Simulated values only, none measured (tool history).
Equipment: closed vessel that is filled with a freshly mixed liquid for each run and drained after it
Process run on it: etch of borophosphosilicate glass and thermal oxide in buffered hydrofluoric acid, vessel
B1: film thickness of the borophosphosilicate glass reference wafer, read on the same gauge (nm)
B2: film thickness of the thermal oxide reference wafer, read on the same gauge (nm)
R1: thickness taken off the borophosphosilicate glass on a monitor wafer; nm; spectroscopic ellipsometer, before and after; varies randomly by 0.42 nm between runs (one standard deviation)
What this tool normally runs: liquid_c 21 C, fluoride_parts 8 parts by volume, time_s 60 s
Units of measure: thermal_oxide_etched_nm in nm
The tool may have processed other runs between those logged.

{"run": 1, "hour": 0.0, "liquid_c": 21, "fluoride_parts": 8, "time_s": 60, "B1": 50.02, "B2": 49.97, "R1": 102.43, "thermal_oxide_etched_nm": 82.18}
{"run": 2, "hour": 39.2, "liquid_c": 21, "fluoride_parts": 8, "time_s": 60, "B1": 49.99, "B2": 50.02, "R1": 103.62, "thermal_oxide_etched_nm": 82.56}
{"run": 3, "hour": 97.0, "liquid_c": 21, "fluoride_parts": 8, "time_s": 60, "B1": 50, "B2": 49.99, "R1": 103.66, "thermal_oxide_etched_nm": 83.01}
{"run": 4, "hour": 157.9, "liquid_c": 21, "fluoride_parts": 8, "time_s": 60, "B1": 50.04, "B2": 50, "R1": 103.97, "thermal_oxide_etched_nm": 83.22}
{"run": 5, "hour": 200.0, "liquid_c": 21, "fluoride_parts": 8, "time_s": 60, "B1": 50, "B2": 49.97, "R1": 103.68, "thermal_oxide_etched_nm": 82.87}
{"hour": 229.4, "done": "gauge calibrated"}
{"run": 6, "hour": 305.9, "liquid_c": 21, "fluoride_parts": 8, "time_s": 60, "B1": 50, "B2": 49.97, "R1": 103.3, "thermal_oxide_etched_nm": 84.22}
{"run": 7, "hour": 368.2, "liquid_c": 21, "fluoride_parts": 8, "time_s": 60, "B1": 50, "B2": 50.01, "R1": 103.92, "thermal_oxide_etched_nm": 84.54}
{"hour": 404.5, "done": "hydrofluoric acid flow meter replaced"}
{"run": 8, "hour": 528.2, "liquid_c": 21, "fluoride_parts": 8, "time_s": 60, "B1": 49.97, "B2": 50.01, "R1": 98.83, "thermal_oxide_etched_nm": 79.16}
{"hour": 675.8, "done": "thermometer replaced"}
{"run": 9, "hour": 718.1, "liquid_c": 21, "fluoride_parts": 8, "time_s": 60, "B1": 50.01, "B2": 50, "R1": 93.88, "thermal_oxide_etched_nm": 74.93}
{"run": 10, "hour": 759.6, "liquid_c": 21, "fluoride_parts": 8, "time_s": 60, "B1": 50, "B2": 50.01, "R1": 94.78, "thermal_oxide_etched_nm": 75.54}
{"run": 11, "hour": 795.4, "liquid_c": 19, "fluoride_parts": 9, "time_s": 50, "B1": 50.02, "B2": 49.95, "R1": 61.68, "thermal_oxide_etched_nm": 49.49}
{"run": 12, "hour": 844.2, "liquid_c": 21, "fluoride_parts": 8, "time_s": 60, "B1": 50.03, "B2": 50.02, "R1": 94.86, "thermal_oxide_etched_nm": 76.33}
{"run": 13, "hour": 896.5, "liquid_c": 21, "fluoride_parts": 8, "time_s": 60, "B1": 49.97, "B2": 50.05, "R1": 94.86, "thermal_oxide_etched_nm": 76.04}
{"run": 14, "hour": 942.2, "liquid_c": 21, "fluoride_parts": 5, "time_s": 85, "B1": 50.05, "B2": 50.01, "R1": 207.22, "thermal_oxide_etched_nm": 165.79}
{"run": 15, "hour": 980.0, "liquid_c": 17, "fluoride_parts": 9.5, "time_s": 85, "B1": 50.05, "B2": 50.04, "R1": 90.02, "thermal_oxide_etched_nm": 73.45}
{"run": 16, "hour": 1025.7, "liquid_c": 21, "fluoride_parts": 8, "time_s": 70, "B1": 49.98, "B2": 49.96, "R1": 110.82, "thermal_oxide_etched_nm": 89.32}
{"run": 17, "hour": 1087.0, "liquid_c": 23.5, "fluoride_parts": 8, "time_s": 60, "B1": 50.01, "B2": 50.01, "R1": 110.03, "thermal_oxide_etched_nm": 88.46}
{"hour": 1100.0, "done": "gauge calibrated"}
{"run": 18, "hour": 1157.0, "liquid_c": 24.5, "fluoride_parts": 8, "time_s": 90, "B1": 49.97, "B2": 49.99, "R1": 172.22, "thermal_oxide_etched_nm": 140.15}
{"run": 19, "hour": 1214.6, "liquid_c": 21, "fluoride_parts": 8, "time_s": 60, "B1": 49.99, "B2": 49.96, "R1": 95.68, "thermal_oxide_etched_nm": 77.33}
{"run": 20, "hour": 1259.7, "liquid_c": 24.5, "fluoride_parts": 10, "time_s": 40, "B1": 50.02, "B2": 49.99, "R1": 63.04, "thermal_oxide_etched_nm": 50.95}
{"run": 21, "hour": 1327.3, "liquid_c": 21, "fluoride_parts": 8, "time_s": 75, "B1": 49.99, "B2": 50.06, "R1": 120.79, "thermal_oxide_etched_nm": 96.86}
{"run": 22, "hour": 1362.0, "liquid_c": 17.5, "fluoride_parts": 8, "time_s": 35, "B1": 49.98, "B2": 49.97, "R1": 46.52, "thermal_oxide_etched_nm": 36.96}
{"run": 23, "hour": 1409.5, "liquid_c": 17, "fluoride_parts": 10, "time_s": 30, "B1": 50.02, "B2": 50.01, "R1": 31.46, "thermal_oxide_etched_nm": 25.26}
{"run": 24, "hour": 1449.1, "liquid_c": 19, "fluoride_parts": 9, "time_s": 50, "B1": 50.02, "B2": 50, "R1": 63.43, "thermal_oxide_etched_nm": 51.35}
{"run": 25, "hour": 1477.7, "liquid_c": 18, "fluoride_parts": 8, "time_s": 90, "B1": 49.97, "B2": 50.03, "R1": 123.42, "thermal_oxide_etched_nm": 99.46}

Had the tool no unlogged condition, and each run kept its random variation, what would the results have been?
Hidden state at play: liquid hotter than its thermometer reads (K); hydrofluoric acid flow above the setpoint (%); gauge reads high (%).
run=1 R1=91.72 thermal_oxide_etched_nm=73.58
run=2 R1=92.6 thermal_oxide_etched_nm=73.78
run=3 R1=92.42 thermal_oxide_etched_nm=74.01
run=4 R1=92.45 thermal_oxide_etched_nm=74
run=5 R1=92.02 thermal_oxide_etched_nm=73.54
run=6 R1=91.26 thermal_oxide_etched_nm=74.39
run=7 R1=91.59 thermal_oxide_etched_nm=74.5
run=8 R1=92.4 thermal_oxide_etched_nm=73.94
run=9 R1=92.33 thermal_oxide_etched_nm=73.69
run=10 R1=93.02 thermal_oxide_etched_nm=74.13
run=11 R1=60.44 thermal_oxide_etched_nm=48.49
run=12 R1=92.75 thermal_oxide_etched_nm=74.62
run=13 R1=92.53 thermal_oxide_etched_nm=74.17
run=14 R1=202.02 thermal_oxide_etched_nm=161.67
run=15 R1=87.99 thermal_oxide_etched_nm=71.78
run=16 R1=107.47 thermal_oxide_etched_nm=86.63
run=17 R1=106.47 thermal_oxide_etched_nm=85.6
run=18 R1=166.13 thermal_oxide_etched_nm=135.19
run=19 R1=92.02 thermal_oxide_etched_nm=74.38
run=20 R1=61.05 thermal_oxide_etched_nm=49.35
run=21 R1=115.55 thermal_oxide_etched_nm=92.66
run=22 R1=44.42 thermal_oxide_etched_nm=35.3
run=23 R1=30.28 thermal_oxide_etched_nm=24.3
run=24 R1=60.36 thermal_oxide_etched_nm=48.86
run=25 R1=117.22 thermal_oxide_etched_nm=94.45

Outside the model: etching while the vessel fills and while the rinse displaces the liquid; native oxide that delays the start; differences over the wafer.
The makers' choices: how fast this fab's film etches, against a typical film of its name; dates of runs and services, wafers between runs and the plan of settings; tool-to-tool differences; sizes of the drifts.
